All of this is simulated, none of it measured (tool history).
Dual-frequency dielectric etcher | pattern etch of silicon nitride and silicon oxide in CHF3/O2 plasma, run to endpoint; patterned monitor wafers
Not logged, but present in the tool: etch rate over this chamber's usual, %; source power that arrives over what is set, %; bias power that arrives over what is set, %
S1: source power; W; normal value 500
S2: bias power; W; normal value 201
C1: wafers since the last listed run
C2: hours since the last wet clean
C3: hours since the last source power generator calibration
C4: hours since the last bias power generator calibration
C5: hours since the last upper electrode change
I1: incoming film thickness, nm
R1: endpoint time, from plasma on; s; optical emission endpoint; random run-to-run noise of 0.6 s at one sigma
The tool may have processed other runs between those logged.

| run | hour | S1 | S2 | C1 | C2 | C3 | C4 | C5 | I1 | R1 |
|---|---|---|---|---|---|---|---|---|---|---|
| 1 | 0 | 470 | 201 | 0 | 490.2 | 2752.5 | 4110 | 3658.6 | 153.9 | 102.8 |
| 2 | 38.2 | 470 | 201 | 265 | 528.4 | 2790.7 | 4148.2 | 3696.8 | 153.5 | 102.5 |
| 3 | 120.1 | 500 | 201 | 570 | 610.3 | 2872.6 | 4230.1 | 3778.7 | 154.5 | 99.1 |
|  | 163.4 | wet clean of the chamber |
| 4 | 202.8 | 500 | 201 | 408 | 39.4 | 2955.3 | 4312.8 | 3861.4 | 154.8 | 103.7 |
| 5 | 245.6 | 500 | 201 | 297 | 82.2 | 2998.1 | 4355.6 | 3904.2 | 154.7 | 103.8 |
| 6 | 295.1 | 500 | 201 | 344 | 131.7 | 3047.6 | 4405.1 | 3953.7 | 154.2 | 102.9 |
| 7 | 335.7 | 500 | 201 | 282 | 172.3 | 3088.2 | 4445.7 | 3994.3 | 154.2 | 102 |
| 8 | 440.9 | 500 | 201 | 732 | 277.5 | 3193.4 | 4550.9 | 4099.5 | 154.1 | 103.1 |
| 9 | 532.3 | 500 | 201 | 636 | 368.9 | 3284.8 | 4642.3 | 4190.9 | 152.2 | 101 |
| 10 | 637 | 500 | 166 | 728 | 473.6 | 3389.5 | 4747 | 4295.6 | 153.2 | 104.1 |
| 11 | 688.1 | 500 | 166 | 355 | 524.7 | 3440.6 | 4798.1 | 4346.7 | 154.7 | 105.6 |
| 12 | 793.5 | 500 | 201 | 733 | 630.1 | 3546 | 4903.5 | 4452.1 | 154 | 100.6 |
| 13 | 833.1 | 410 | 225 | 275 | 669.7 | 3585.6 | 4943.1 | 4491.7 | 154.5 | 106 |
|  | 858.6 | wet clean of the chamber |
| 14 | 871.8 | 500 | 201 | 102 | 13.2 | 3624.3 | 4981.8 | 4530.4 | 155.5 | 104.4 |
|  | 924.7 | source power generator calibrated |
| 15 | 935.3 | 500 | 201 | 414 | 76.7 | 10.6 | 5045.3 | 4593.9 | 153.9 | 103.4 |

Expected results for the next run?
|  | 1075.3 | bias power generator calibrated |
| 16 | 1198.4 | 500 | 201 | 1803 | 339.8 | 273.7 | 123.1 | 4857 | 153.2 | ? |

For run 16 the tool returned R1 100.4 s.
Minus the tool's unlogged condition, the same run would have read R1 103.4 s.
